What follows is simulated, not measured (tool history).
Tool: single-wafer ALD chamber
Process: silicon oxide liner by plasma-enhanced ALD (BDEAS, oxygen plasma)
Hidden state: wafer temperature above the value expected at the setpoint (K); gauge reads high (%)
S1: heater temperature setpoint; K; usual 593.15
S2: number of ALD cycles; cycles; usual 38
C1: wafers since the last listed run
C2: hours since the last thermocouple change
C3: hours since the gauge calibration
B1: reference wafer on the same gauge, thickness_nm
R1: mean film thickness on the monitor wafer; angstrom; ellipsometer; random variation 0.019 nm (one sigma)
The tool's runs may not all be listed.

{"run": 1, "hour": 0.0, "S1": 593.15, "S2": 36, "C1": 0, "C2": 430.7, "C3": 926.3, "B1": 2.669, "R1": 30.86}
{"run": 2, "hour": 41.9, "S1": 582.15, "S2": 36, "C1": 450, "C2": 472.6, "C3": 968.2, "B1": 2.666, "R1": 31.34}
{"hour": 44.4, "done": "gauge calibrated"}
{"run": 3, "hour": 92.2, "S1": 582.15, "S2": 36, "C1": 541, "C2": 522.9, "C3": 47.8, "B1": 2.668, "R1": 31.33}
{"run": 4, "hour": 129.9, "S1": 593.15, "S2": 38, "C1": 405, "C2": 560.6, "C3": 85.5, "B1": 2.674, "R1": 32.46}
{"run": 5, "hour": 315.9, "S1": 593.15, "S2": 38, "C1": 2001, "C2": 746.6, "C3": 271.5, "B1": 2.663, "R1": 32.68}
{"run": 6, "hour": 386.2, "S1": 593.15, "S2": 34, "C1": 756, "C2": 816.9, "C3": 341.8, "B1": 2.672, "R1": 29.19}
{"run": 7, "hour": 434.8, "S1": 593.15, "S2": 34, "C1": 522, "C2": 865.5, "C3": 390.4, "B1": 2.672, "R1": 28.74}
{"run": 8, "hour": 487.8, "S1": 593.15, "S2": 34, "C1": 570, "C2": 918.5, "C3": 443.4, "B1": 2.68, "R1": 29.16}
{"run": 9, "hour": 557.1, "S1": 596.15, "S2": 38, "C1": 745, "C2": 987.8, "C3": 512.7, "B1": 2.67, "R1": 32.37}
{"run": 10, "hour": 603.3, "S1": 585.15, "S2": 38, "C1": 497, "C2": 1034.0, "C3": 558.9, "B1": 2.675, "R1": 33.09}
{"run": 11, "hour": 667.5, "S1": 585.15, "S2": 38, "C1": 690, "C2": 1098.2, "C3": 623.1, "B1": 2.663, "R1": 32.95}
{"run": 12, "hour": 717.8, "S1": 585.15, "S2": 38, "C1": 541, "C2": 1148.5, "C3": 673.4, "B1": 2.667, "R1": 33.07}
{"run": 13, "hour": 780.3, "S1": 582.15, "S2": 36, "C1": 672, "C2": 1211.0, "C3": 735.9, "B1": 2.671, "R1": 31.25}
{"run": 14, "hour": 824.4, "S1": 582.15, "S2": 36, "C1": 474, "C2": 1255.1, "C3": 780.0, "B1": 2.665, "R1": 31.26}
{"run": 15, "hour": 875.8, "S1": 580.15, "S2": 36, "C1": 553, "C2": 1306.5, "C3": 831.4, "B1": 2.671, "R1": 31.5}
{"run": 16, "hour": 913.2, "S1": 593.15, "S2": 34, "C1": 402, "C2": 1343.9, "C3": 868.8, "B1": 2.675, "R1": 28.92}
{"run": 17, "hour": 943.7, "S1": 602.15, "S2": 38, "C1": 328, "C2": 1374.4, "C3": 899.3, "B1": 2.676, "R1": 32.0}
{"hour": 945.0, "done": "gauge calibrated"}
{"hour": 956.1, "done": "thermocouple changed; heater temperature recalibrated"}
{"run": 18, "hour": 968.0, "S1": 607.15, "S2": 31, "C1": 175, "C2": 11.9, "C3": 23.0, "B1": 2.672, "R1": 25.95}
{"run": 19, "hour": 1009.4, "S1": 593.15, "S2": 36, "C1": 445, "C2": 53.3, "C3": 64.4, "B1": 2.674, "R1": 30.79}
{"run": 20, "hour": 1060.1, "S1": 586.15, "S2": 41, "C1": 545, "C2": 104.0, "C3": 115.1, "B1": 2.664, "R1": 35.36}
{"run": 21, "hour": 1111.8, "S1": 585.15, "S2": 44, "C1": 556, "C2": 155.7, "C3": 166.8, "B1": 2.673, "R1": 38.19}
{"run": 22, "hour": 1176.2, "S1": 584.15, "S2": 40, "C1": 693, "C2": 220.1, "C3": 231.2, "B1": 2.669, "R1": 34.77}
{"run": 23, "hour": 1243.0, "S1": 603.15, "S2": 43, "C1": 718, "C2": 286.9, "C3": 298.0, "B1": 2.667, "R1": 36.14}
{"run": 24, "hour": 1286.6, "S1": 607.15, "S2": 42, "C1": 469, "C2": 330.5, "C3": 341.6, "B1": 2.67, "R1": 35.16}
{"run": 25, "hour": 1317.5, "S1": 599.15, "S2": 32, "C1": 332, "C2": 361.4, "C3": 372.5, "B1": 2.666, "R1": 26.98}

How the hidden state differs across the entries between the runs, from the last listed run before each to the first after it:
Between runs 2 and 3: gauge calibrated (hour 44.4)
  no hidden state differs between the two runs
Between runs 17 and 18: gauge calibrated (hour 945.0); thermocouple changed; heater temperature recalibrated (hour 956.1)
  no hidden state differs between the two runs
